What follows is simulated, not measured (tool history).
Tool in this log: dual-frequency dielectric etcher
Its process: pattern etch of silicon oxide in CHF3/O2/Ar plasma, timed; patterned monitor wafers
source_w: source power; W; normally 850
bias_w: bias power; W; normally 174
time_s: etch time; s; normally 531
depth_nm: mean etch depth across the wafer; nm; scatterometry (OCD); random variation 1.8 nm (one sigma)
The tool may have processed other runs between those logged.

| run | hour | source_w | bias_w | time_s | read-back reference wafer on the same gauge, depth_nm | depth_nm |
|---|---|---|---|---|---|---|
| 1 | 0 | 850 | 174 | 531 | 969.8 | 1212.4 |
| 2 | 55.3 | 850 | 174 | 531 | 969.9 | 1218.2 |
| 3 | 124.1 | 850 | 165 | 531 | 970.1 | 1192.4 |
| 4 | 150.3 | 850 | 165 | 531 | 969.9 | 1194.3 |
| 5 | 208.9 | 850 | 143 | 611 | 969.8 | 1294.8 |
|  | 232.2 | gauge calibrated |
| 6 | 273.5 | 850 | 174 | 531 | 970.2 | 1225.5 |
|  | 286.5 | bias power generator calibrated |
| 7 | 309.8 | 850 | 174 | 531 | 969.9 | 1225 |
|  | 389.7 | upper electrode replaced |
|  | 390.8 | source power generator calibrated |
| 8 | 391.3 | 850 | 174 | 531 | 970.1 | 1228.6 |
|  | 430.1 | wet clean of the chamber |
| 9 | 473.8 | 980 | 174 | 531 | 969.8 | 1292.7 |
| 10 | 509.4 | 1000 | 217 | 531 | 969.8 | 1430.5 |
| 11 | 541.9 | 850 | 174 | 531 | 970 | 1212.9 |
| 12 | 588.7 | 850 | 136 | 531 | 970.1 | 1098.6 |
| 13 | 642.4 | 1050 | 196 | 653 | 970.2 | 1730.6 |
| 14 | 670.6 | 850 | 174 | 531 | 969.9 | 1217.1 |
|  | 694.1 | gauge calibrated |
| 15 | 701.3 | 670 | 174 | 531 | 969.9 | 1088.7 |

A few steps of depth_nm between consecutive runs. Split each: what settings, incoming material and random variation would produce without the hidden state, and what is left over for the hidden state, along with gauge scatter present in only one of the two compared results (measured, and without hidden state):
Hidden conditions of the tool in this case: etch rate over this chamber's usual, %; source power that arrives over what is set, %; bias power that arrives over what is set, %; gauge reads high (%).
Run 8 -> 9: source_w 850 -> 980, wet clean of the chamber. depth_nm +64.1 nm: hidden state -18.2, all else +82.3.
Run 12 -> 13: source_w 850 -> 1050, bias_w 136 -> 196, time_s 531 -> 653. depth_nm +632 nm: hidden state +4.9, all else +627.1.
